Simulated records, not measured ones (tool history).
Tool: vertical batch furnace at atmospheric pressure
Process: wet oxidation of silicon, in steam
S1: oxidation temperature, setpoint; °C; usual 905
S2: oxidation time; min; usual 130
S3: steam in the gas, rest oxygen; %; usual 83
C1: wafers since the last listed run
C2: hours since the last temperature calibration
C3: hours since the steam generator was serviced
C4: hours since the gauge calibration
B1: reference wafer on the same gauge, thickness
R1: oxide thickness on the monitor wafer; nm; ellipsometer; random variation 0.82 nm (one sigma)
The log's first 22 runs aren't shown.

run,hour,S1,S2,S3,C1,C2,C3,C4,B1,R1
23,346.5,891,130,83,143,45.9,82.7,23.1,430.25,326.81
24,366,922,130,83,125,65.4,102.2,42.6,429.95,435.45
25,384.1,899,112.5,80,116,83.5,120.3,60.7,429.92,309.98
26,408.5,905,130,83,157,107.9,144.7,85.1,429.66,377.86
27,420.4,918,192.5,92,76,119.8,156.6,97,430.11,591.9
28,443.5,905,130,87,149,142.9,179.7,120.1,430.18,389.91
29,454.4,905,130,83,70,153.8,190.6,131,429.77,378.89
30,466.2,905,130,83,76,165.6,202.4,142.8,430.16,379.69

5 ways to go on from here, each from the tool as it stands after run 30. What would each give?
A,472.3,905,130,90,39,171.7,208.5,148.9,?,?
B,472.3,905,162.5,83,39,171.7,208.5,148.9,?,?
C,472.3,919,162.5,83,39,171.7,208.5,148.9,?,?
D,472.3,887,158.5,83,39,171.7,208.5,148.9,?,?
E,472.3,912,109,83,39,171.7,208.5,148.9,?,?

run,B1,R1
A,430.33,401.41
B,430.33,444.47
C,430.33,496.67
D,430.33,365.59
E,430.33,354.32
Without the tool's hidden state the same runs would have given:
run,R1
A,399.91
B,442.87
C,495.18
D,363.97
E,353.05
